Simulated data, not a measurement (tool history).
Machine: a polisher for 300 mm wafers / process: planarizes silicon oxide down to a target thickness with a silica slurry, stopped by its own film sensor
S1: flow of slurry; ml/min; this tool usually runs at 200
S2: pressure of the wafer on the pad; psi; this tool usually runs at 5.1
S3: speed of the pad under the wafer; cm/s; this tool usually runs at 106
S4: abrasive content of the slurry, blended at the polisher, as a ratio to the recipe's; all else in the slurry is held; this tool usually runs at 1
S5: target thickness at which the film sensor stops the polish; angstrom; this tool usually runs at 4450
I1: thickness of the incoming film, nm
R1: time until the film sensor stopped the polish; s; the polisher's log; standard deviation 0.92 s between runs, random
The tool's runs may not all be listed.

run   hour   S1   S2   S3    S4    S5     I1    R1
  1      0  200  5.1  106     1  4450  698.6  61.2
  2   59.3  200  5.1  106     1  4450    699  62.6
      70.8  -- conditioning disc replaced and pad reconditioned
      82.2  -- slurry nozzle cleaned
  3  110.8  200  5.1  106     1  4450  698.8  61.5
     123.6  -- worn pad replaced by a new one
  4  145.3  200  5.1  106     1  4450  699.3  61.9
  5  194.4  200  5.1  106   0.8  4450  706.7  71.6
  6  255.7  200  5.1  106   0.8  4450  691.9  68.7
  7  289.5  200  5.1  106     1  4450  695.6  60.6
     294.2  -- slurry blender recalibrated
     294.6  -- worn pad replaced by a new one
  8  328.2  200  5.1  106     1  4450  705.7    62
  9  361.1  145  5.9  106   1.2  4450  701.7  51.6
     410.7  -- slurry nozzle cleaned
 10    415  260  5.1  130     1  4450  698.7  51.6
 11  460.2  200  6.2  106   0.9  4450  707.9  56.1
     465.1  -- conditioning disc replaced and pad reconditioned
     465.6  -- worn pad replaced by a new one, of another model than before
 12  527.4  180  5.1  142  1.15  4940  704.7  42.2
 13  587.9  200  6.8  106  1.15  4450  703.6    47
     598.3  -- head pressure recalibrated
 14  639.5  200  5.1  106     1  4450  708.6    70
     650.4  -- worn pad replaced by a new one
     666.4  -- slurry nozzle cleaned
 15  707.6  200  5.1  106     1  4450  691.3  64.5
     726.2  -- slurry blender recalibrated
 16  764.2  200  5.1  106     1  4450  709.2  67.6
     801.6  -- worn pad replaced by a new one
     832.6  -- conditioning disc replaced and pad reconditioned
 17  835.1  200  5.1  106   0.9  3990  695.8  81.1

3 options for the next run, each taken on its own from the tool as it stands now. Forecast them:
  A  835.6  200  5.1  106   1  4450  702.8   ?
  B  835.6  200  3.9  130   1  3820  702.8   ?
  C  835.6  200  5.1  128   1  4450  702.8   ?

run    R1
  A  66.4
  B  90.9
  C  59.9
The same runs, with their run-to-run variation unchanged, on a tool lacking any hidden condition would have given:
run    R1
  A    69
  B  94.4
  C  62.2
